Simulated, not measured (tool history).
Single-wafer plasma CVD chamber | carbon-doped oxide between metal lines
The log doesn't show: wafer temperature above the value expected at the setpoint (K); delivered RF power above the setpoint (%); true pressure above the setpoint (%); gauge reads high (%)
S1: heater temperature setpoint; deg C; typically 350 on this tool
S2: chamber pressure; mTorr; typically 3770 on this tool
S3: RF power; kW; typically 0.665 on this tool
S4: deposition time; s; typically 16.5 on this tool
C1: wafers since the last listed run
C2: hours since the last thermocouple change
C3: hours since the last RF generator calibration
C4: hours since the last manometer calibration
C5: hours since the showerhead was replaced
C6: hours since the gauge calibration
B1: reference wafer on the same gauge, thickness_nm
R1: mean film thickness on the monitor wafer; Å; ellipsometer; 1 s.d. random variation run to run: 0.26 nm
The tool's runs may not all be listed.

run 1 day=0 | S1=350 S2=3770 S3=0.665 S4=16.5 | C1=0 C2=1689.6 C3=97.4 C4=61.1 C5=5892 C6=1282.4 | B1=113.149 | R1=1020.93
run 2 day=0.742 | S1=350 S2=3770 S3=0.665 S4=16.5 | C1=380 C2=1707.4 C3=115.2 C4=78.9 C5=5909.8 C6=1300.2 | B1=113.251 | R1=1017.19
run 3 day=1.329 | S1=350 S2=3770 S3=0.665 S4=16.5 | C1=301 C2=1721.5 C3=129.3 C4=93 C5=5923.9 C6=1314.3 | B1=113.183 | R1=1019.52
run 4 day=2.242 | S1=350 S2=3770 S3=0.665 S4=16.5 | C1=468 C2=1743.4 C3=151.2 C4=114.9 C5=5945.8 C6=1336.2 | B1=113.355 | R1=1015.77
-- day=2.696 gauge calibrated
run 5 day=3.338 | S1=350 S2=3770 S3=0.665 S4=16.5 | C1=562 C2=1769.7 C3=177.5 C4=141.2 C5=5972.1 C6=15.4 | B1=111.104 | R1=1001.62
run 6 day=4.25 | S1=346 S2=3770 S3=0.75 S4=18.7 | C1=468 C2=1791.6 C3=199.4 C4=163.1 C5=5994 C6=37.3 | B1=111.155 | R1=1244.44
run 7 day=5.608 | S1=346 S2=3770 S3=0.58 S4=14.4 | C1=696 C2=1824.2 C3=232 C4=195.7 C5=6026.6 C6=69.9 | B1=111.202 | R1=799.25
run 8 day=6.308 | S1=355 S2=3770 S3=0.665 S4=16.5 | C1=359 C2=1841 C3=248.8 C4=212.5 C5=6043.4 C6=86.7 | B1=111.191 | R1=986.72
-- day=6.867 showerhead replaced
run 9 day=9.75 | S1=350 S2=3770 S3=0.665 S4=16.5 | C1=1594 C2=1923.6 C3=331.4 C4=295.1 C5=69.2 C6=169.3 | B1=111.347 | R1=1004.58
-- day=10.292 thermocouple changed; heater temperature recalibrated
run 10 day=10.312 | S1=350 S2=3770 S3=0.665 S4=16.5 | C1=117 C2=0.5 C3=344.9 C4=308.6 C5=82.7 C6=182.8 | B1=111.525 | R1=1000.92
run 11 day=10.817 | S1=350 S2=3770 S3=0.665 S4=16.5 | C1=258 C2=12.6 C3=357 C4=320.7 C5=94.8 C6=194.9 | B1=111.36 | R1=1005.52
run 12 day=11.554 | S1=342 S2=2890 S3=0.54 S4=16.5 | C1=378 C2=30.3 C3=374.7 C4=338.4 C5=112.5 C6=212.6 | B1=111.436 | R1=861.26
run 13 day=12.462 | S1=346 S2=4660 S3=0.73 S4=19.4 | C1=465 C2=52.1 C3=396.5 C4=360.2 C5=134.3 C6=234.4 | B1=111.516 | R1=1313.13
run 14 day=13.342 | S1=350 S2=3770 S3=0.665 S4=16.5 | C1=450 C2=73.2 C3=417.6 C4=381.3 C5=155.4 C6=255.5 | B1=111.558 | R1=1002.81
run 15 day=14.521 | S1=350 S2=3770 S3=0.665 S4=16.5 | C1=604 C2=101.5 C3=445.9 C4=409.6 C5=183.7 C6=283.8 | B1=111.625 | R1=1000.38
run 16 day=15.9 | S1=350 S2=3770 S3=0.665 S4=16.5 | C1=707 C2=134.6 C3=479 C4=442.7 C5=216.8 C6=316.9 | B1=111.524 | R1=1002.83
run 17 day=16.696 | S1=359 S2=3770 S3=0.665 S4=16.5 | C1=408 C2=153.7 C3=498.1 C4=461.8 C5=235.9 C6=336 | B1=111.668 | R1=984.33
run 18 day=17.242 | S1=350 S2=3770 S3=0.62 S4=16.5 | C1=279 C2=166.8 C3=511.2 C4=474.9 C5=249 C6=349.1 | B1=111.643 | R1=954.23
run 19 day=18.483 | S1=350 S2=3770 S3=0.75 S4=16.5 | C1=636 C2=196.6 C3=541 C4=504.7 C5=278.8 C6=378.9 | B1=111.709 | R1=1091.33
run 20 day=19.004 | S1=356 S2=3770 S3=0.665 S4=16.5 | C1=267 C2=209.1 C3=553.5 C4=517.2 C5=291.3 C6=391.4 | B1=111.755 | R1=997.36
run 21 day=19.558 | S1=346 S2=3770 S3=0.58 S4=14.4 | C1=284 C2=222.4 C3=566.8 C4=530.5 C5=304.6 C6=404.7 | B1=111.806 | R1=811.31
run 22 day=20.3 | S1=365 S2=3770 S3=0.77 S4=18.8 | C1=380 C2=240.2 C3=584.6 C4=548.3 C5=322.4 C6=422.5 | B1=111.791 | R1=1218.18
run 23 day=21.279 | S1=362 S2=3770 S3=0.79 S4=16.5 | C1=502 C2=263.7 C3=608.1 C4=571.8 C5=345.9 C6=446 | B1=111.833 | R1=1098.39
run 24 day=21.912 | S1=339 S2=3770 S3=0.665 S4=16.5 | C1=324 C2=278.9 C3=623.3 C4=587 C5=361.1 C6=461.2 | B1=111.788 | R1=1038.3
run 25 day=22.471 | S1=361 S2=3770 S3=0.585 S4=13.9 | C1=286 C2=292.3 C3=636.7 C4=600.4 C5=374.5 C6=474.6 | B1=111.735 | R1=757.77
run 26 day=23.442 | S1=344 S2=3770 S3=0.665 S4=18.8 | C1=497 C2=315.6 C3=660 C4=623.7 C5=397.8 C6=497.9 | B1=111.811 | R1=1164.56
run 27 day=24.446 | S1=356 S2=3770 S3=0.545 S4=16.5 | C1=515 C2=339.7 C3=684.1 C4=647.8 C5=421.9 C6=522 | B1=112.043 | R1=861.1
run 28 day=24.971 | S1=342 S2=3380 S3=0.665 S4=16.5 | C1=269 C2=352.3 C3=696.7 C4=660.4 C5=434.5 C6=534.6 | B1=111.925 | R1=1016.43

What was the tool's hidden state at every run in the log?
wafer temperature above the value expected at the setpoint (K): 0 at every run
delivered RF power above the setpoint (%): 0 at every run
true pressure above the setpoint (%): 0 at every run
H1: gauge reads high (%)
run=1 H1=1.95
run=2 H1=1.98
run=3 H1=2
run=4 H1=2.03
run=5 H1=0.113
run=6 H1=0.144
run=7 H1=0.189
run=8 H1=0.213
run=9 H1=0.329
run=10 H1=0.348
run=11 H1=0.365
run=12 H1=0.39
run=13 H1=0.421
run=14 H1=0.45
run=15 H1=0.49
run=16 H1=0.537
run=17 H1=0.564
run=18 H1=0.582
run=19 H1=0.624
run=20 H1=0.642
run=21 H1=0.66
run=22 H1=0.685
run=23 H1=0.718
run=24 H1=0.74
run=25 H1=0.759
run=26 H1=0.791
run=27 H1=0.825
run=28 H1=0.843
